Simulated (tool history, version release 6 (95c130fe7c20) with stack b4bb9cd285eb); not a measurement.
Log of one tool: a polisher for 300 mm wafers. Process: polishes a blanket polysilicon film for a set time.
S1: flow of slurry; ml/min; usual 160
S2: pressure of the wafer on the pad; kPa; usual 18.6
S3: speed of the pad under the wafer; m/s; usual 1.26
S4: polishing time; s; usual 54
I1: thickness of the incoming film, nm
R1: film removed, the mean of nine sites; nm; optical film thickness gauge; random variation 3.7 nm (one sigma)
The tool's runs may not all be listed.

run 1 hour=0.0 | S1=160 S2=18.6 S3=1.26 S4=54 | I1=2280.9 | R1=464.1
run 2 hour=81.0 | S1=160 S2=18.6 S3=1.26 S4=54 | I1=2291.0 | R1=459.6
run 3 hour=149.3 | S1=160 S2=18.6 S3=1.26 S4=54 | I1=2248.4 | R1=461.7
run 4 hour=241.8 | S1=160 S2=18.6 S3=1.26 S4=54 | I1=2312.6 | R1=456.0
run 5 hour=286.2 | S1=160 S2=18.6 S3=1.26 S4=54 | I1=2285.0 | R1=456.7
-- hour=321.8 worn pad replaced by a new one
run 6 hour=359.5 | S1=160 S2=18.6 S3=1.26 S4=54 | I1=2281.2 | R1=456.3
run 7 hour=421.8 | S1=160 S2=18.6 S3=1.26 S4=54 | I1=2269.3 | R1=462.4
-- hour=439.9 head pressure recalibrated
run 8 hour=469.4 | S1=160 S2=18.6 S3=1.26 S4=54 | I1=2309.6 | R1=486.9
-- hour=533.3 slurry nozzle cleaned
run 9 hour=534.7 | S1=160 S2=18.6 S3=1.26 S4=54 | I1=2304.4 | R1=484.7
run 10 hour=582.7 | S1=160 S2=18.6 S3=1.26 S4=54 | I1=2303.8 | R1=475.0
run 11 hour=652.8 | S1=160 S2=18.6 S3=1.26 S4=54 | I1=2302.9 | R1=472.3
run 12 hour=755.2 | S1=160 S2=18.6 S3=1.26 S4=54 | I1=2305.8 | R1=465.2
run 13 hour=795.0 | S1=160 S2=18.6 S3=1.26 S4=54 | I1=2268.2 | R1=460.1
run 14 hour=900.7 | S1=160 S2=16.5 S3=0.88 S4=37 | I1=2272.2 | R1=208.3
run 15 hour=950.1 | S1=160 S2=18.6 S3=1.58 S4=54 | I1=2325.4 | R1=555.7
-- hour=1012.9 worn pad replaced by a new one
run 16 hour=1013.4 | S1=105 S2=23.4 S3=0.92 S4=60 | I1=2286.8 | R1=458.1
run 17 hour=1095.7 | S1=115 S2=18.6 S3=1.04 S4=54 | I1=2297.5 | R1=369.7
-- hour=1103.8 head pressure recalibrated
run 18 hour=1146.1 | S1=160 S2=18.6 S3=1.26 S4=54 | I1=2302.2 | R1=487.1
run 19 hour=1187.3 | S1=185 S2=20.7 S3=1.26 S4=60 | I1=2313.9 | R1=605.1
-- hour=1250.5 slurry nozzle cleaned
run 20 hour=1284.3 | S1=115 S2=24.8 S3=1.02 S4=54 | I1=2298.3 | R1=504.3
run 21 hour=1380.7 | S1=160 S2=22.1 S3=1.26 S4=54 | I1=2272.7 | R1=545.2
run 22 hour=1443.7 | S1=160 S2=18.6 S3=1.26 S4=54 | I1=2318.4 | R1=465.5
run 23 hour=1548.6 | S1=160 S2=12.4 S3=1.26 S4=54 | I1=2303.7 | R1=307.1
run 24 hour=1617.6 | S1=195 S2=15.2 S3=1.00 S4=65 | I1=2289.2 | R1=381.2
run 25 hour=1720.8 | S1=110 S2=18.6 S3=1.26 S4=36 | I1=2266.1 | R1=279.3
-- hour=1800.8 worn pad replaced by a new one
run 26 hour=1801.3 | S1=180 S2=20.7 S3=1.06 S4=54 | I1=2307.4 | R1=447.4
-- hour=1804.1 head pressure recalibrated
-- hour=1852.3 slurry nozzle cleaned
run 27 hour=1892.0 | S1=160 S2=23.4 S3=1.26 S4=66 | I1=2313.9 | R1=727.3
run 28 hour=1994.5 | S1=160 S2=18.6 S3=1.26 S4=54 | I1=2305.4 | R1=472.5
run 29 hour=2051.9 | S1=180 S2=20.7 S3=1.26 S4=41 | I1=2293.9 | R1=399.6
run 30 hour=2107.9 | S1=200 S2=16.5 S3=0.86 S4=54 | I1=2241.0 | R1=316.1
run 31 hour=2157.0 | S1=195 S2=18.6 S3=1.26 S4=54 | I1=2262.2 | R1=472.0
run 32 hour=2206.2 | S1=120 S2=13.1 S3=1.26 S4=54 | I1=2290.2 | R1=303.8
-- hour=2441.2 worn pad replaced by a new one
run 33 hour=2506.5 | S1=160 S2=18.6 S3=1.46 S4=63 | I1=2253.4 | R1=594.3
run 34 hour=2547.7 | S1=160 S2=18.6 S3=1.56 S4=54 | I1=2276.5 | R1=540.2
-- hour=2557.5 head pressure recalibrated
run 35 hour=2595.9 | S1=200 S2=16.5 S3=0.86 S4=54 | I1=2263.4 | R1=327.4
-- hour=2614.0 slurry nozzle cleaned
run 36 hour=2654.6 | S1=135 S2=13.8 S3=1.06 S4=48 | I1=2338.7 | R1=261.5
run 37 hour=2742.9 | S1=185 S2=20.7 S3=1.26 S4=60 | I1=2292.7 | R1=594.7

4 ways to go on from here, each from the tool as it stands after run 37. What would each give?
run A hour=2743.3 | S1=160 S2=20.7 S3=1.26 S4=54 | I1=2268.6 | R1=?
run B hour=2743.3 | S1=160 S2=18.6 S3=1.44 S4=54 | I1=2268.6 | R1=?
run C hour=2743.3 | S1=145 S2=13.8 S3=1.26 S4=54 | I1=2268.6 | R1=?
run D hour=2743.3 | S1=160 S2=18.6 S3=1.52 S4=54 | I1=2268.6 | R1=?

run=A R1=518.7
run=B R1=521.5
run=C R1=339.9
run=D R1=545.7
Without the tool's hidden state the same runs would have given:
run=A R1=545.7
run=B R1=548.6
run=C R1=357.5
run=D R1=574.1
